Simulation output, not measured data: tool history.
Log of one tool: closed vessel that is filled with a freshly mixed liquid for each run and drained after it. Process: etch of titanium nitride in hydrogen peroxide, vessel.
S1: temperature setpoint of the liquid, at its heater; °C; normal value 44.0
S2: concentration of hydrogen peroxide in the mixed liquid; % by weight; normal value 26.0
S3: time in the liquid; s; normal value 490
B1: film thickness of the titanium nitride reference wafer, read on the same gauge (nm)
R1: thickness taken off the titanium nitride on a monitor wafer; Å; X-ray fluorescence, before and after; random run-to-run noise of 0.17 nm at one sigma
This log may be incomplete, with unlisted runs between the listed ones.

run     day    S1    S2   S3      B1     R1
  1   0.000  48.5  26.0  720   99.97  481.0
  2   0.475  44.0  29.5  490   99.98  239.0
  3   1.083  44.0  29.5  490   99.97  235.5
  4   1.812  47.0  26.0  490  100.05  290.3
  5   2.133  44.0  26.0  490  100.03  232.5
  6   2.542  44.0  30.0  490  100.01  241.6
  7   2.817  44.0  30.0  490   99.98  239.3
  8   3.358  44.0  26.0  490   99.99  233.0
  9   3.871  49.0  26.0  490  100.01  338.8
 10   4.412  51.5  26.0  600   99.98  484.6
      5.121  -- thermometer replaced
 11   5.142  51.5  26.0  600   99.97  447.4
 12   5.421  51.5  26.0  600  100.00  451.6
 13   5.842  41.5  26.0  490   99.98  172.5
      6.375  -- peroxide flow meter replaced
 14   6.521  44.0  18.0  490  100.00  193.5
 15   6.796  35.0  22.5  680  100.03  138.2
      6.958  -- gauge calibrated
      7.254  -- thermometer replaced, repeated, since the last time left the tool worse
 16   7.454  52.0  30.0  250   99.99  251.8
      8.171  -- new drum of peroxide connected
 17   8.192  44.0  26.0  490  100.04  264.6
 18   8.821  44.0  26.0  490   99.98  267.1
 19   9.112  35.5  20.0  340  100.01   88.8
 20   9.529  44.0  26.0  490  100.01  265.4
 21  10.179  44.0  26.0  490  100.02  261.1
 22  10.438  44.0  26.0  490  100.00  262.9
 23  10.954  34.0  30.0  785   99.98  203.7
 24  11.646  46.5  23.0  735   99.98  466.3
 25  11.946  44.0  22.5  490   99.99  256.6
 26  12.508  34.5  19.5  490   99.99  118.7

Alternative continuations, all from the tool just after run 26; predict every row:
  A  12.542  44.0  26.0  490   ?   ?
  B  12.542  44.0  22.0  335   ?   ?
  C  12.542  35.5  26.0  490   ?   ?

run      B1     R1
  A  100.01  261.2
  B  100.01  172.2
  C  100.01  135.6
With the hidden condition removed and each run's random variation left untouched, the same runs would have given:
run     R1
  A  263.9
  B  174.0
  C  137.1

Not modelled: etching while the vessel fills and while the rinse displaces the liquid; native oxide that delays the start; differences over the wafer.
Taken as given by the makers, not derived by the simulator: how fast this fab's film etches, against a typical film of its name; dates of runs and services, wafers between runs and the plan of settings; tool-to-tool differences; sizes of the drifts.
